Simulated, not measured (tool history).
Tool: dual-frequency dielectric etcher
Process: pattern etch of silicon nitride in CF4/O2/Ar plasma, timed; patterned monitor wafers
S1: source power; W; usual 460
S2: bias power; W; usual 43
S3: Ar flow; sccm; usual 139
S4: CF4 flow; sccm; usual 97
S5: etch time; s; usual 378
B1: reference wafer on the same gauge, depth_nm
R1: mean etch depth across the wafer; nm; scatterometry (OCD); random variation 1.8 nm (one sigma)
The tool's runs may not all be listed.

| run | hour | S1 | S2 | S3 | S4 | S5 | B1 | R1 |
|---|---|---|---|---|---|---|---|---|
| 1 | 0 | 460 | 43 | 139 | 97 | 461.5 | 500 | 688 |
| 2 | 12.1 | 460 | 39 | 139 | 97 | 378 | 500.1 | 552.1 |
| 3 | 63 | 460 | 46 | 139 | 97 | 378 | 500.4 | 574.5 |
| 4 | 75.6 | 460 | 43 | 139 | 97 | 378 | 499.6 | 566.3 |
| 5 | 93.2 | 460 | 43 | 128 | 97 | 378 | 500.4 | 569 |
| 6 | 106.5 | 460 | 43 | 152 | 76 | 456 | 500.4 | 632.3 |
| 7 | 125.7 | 460 | 43 | 139 | 97 | 378 | 500.2 | 562.3 |
| 8 | 148.7 | 460 | 43 | 139 | 97 | 460 | 499.9 | 685.7 |
| 9 | 171.4 | 460 | 43 | 157 | 89 | 286.5 | 500.1 | 414.4 |
| 10 | 191.1 | 460 | 43 | 139 | 97 | 378 | 499.8 | 565 |
| 11 | 259.5 | 460 | 43 | 139 | 97 | 378 | 499.7 | 564.3 |
| 12 | 281.8 | 520 | 50 | 171 | 97 | 310.5 | 499.9 | 497.7 |
| 13 | 313.6 | 460 | 34 | 167 | 97 | 303 | 499.8 | 418 |
| 14 | 333.3 | 460 | 43 | 139 | 97 | 378 | 500.2 | 564.6 |
| 15 | 367.4 | 570 | 43 | 119 | 97 | 338.5 | 499.8 | 564.5 |
| 16 | 423.3 | 550 | 40 | 139 | 113 | 471.5 | 500.6 | 782.6 |
| 17 | 453.9 | 460 | 43 | 139 | 97 | 378 | 500 | 565.8 |
| 18 | 569 | 460 | 47 | 128 | 107 | 291 | 500.1 | 458.9 |
| 19 | 584.8 | 460 | 43 | 114 | 109 | 378 | 500.6 | 589.3 |
| 20 | 611.2 | 460 | 43 | 139 | 97 | 378 | 499.8 | 564.2 |
| 21 | 625.7 | 340 | 43 | 123 | 79 | 326 | 500.9 | 411.4 |
| 22 | 643.3 | 460 | 48 | 139 | 105 | 347.5 | 499.3 | 539.9 |

Not shown: 8 entries that the log had between the listed runs. Between which runs, and how does the tool's hidden state differ before and after?
Between runs 2 and 3: CF4 flow controller replaced (hour 19.2); wet clean of the chamber (hour 50.6); upper electrode replaced (hour 62.5)
  no hidden state differs between the two runs
Between runs 10 and 11: bias power generator calibrated (hour 218.8); Ar flow controller replaced (hour 229.4)
  no hidden state differs between the two runs
Between runs 12 and 13: source power generator calibrated (hour 303.6)
  no hidden state differs between the two runs
Between runs 15 and 16: gauge calibrated (hour 379.7)
  no hidden state differs between the two runs
Between runs 17 and 18: wet clean of the chamber (hour 568.5)
  no hidden state differs between the two runs
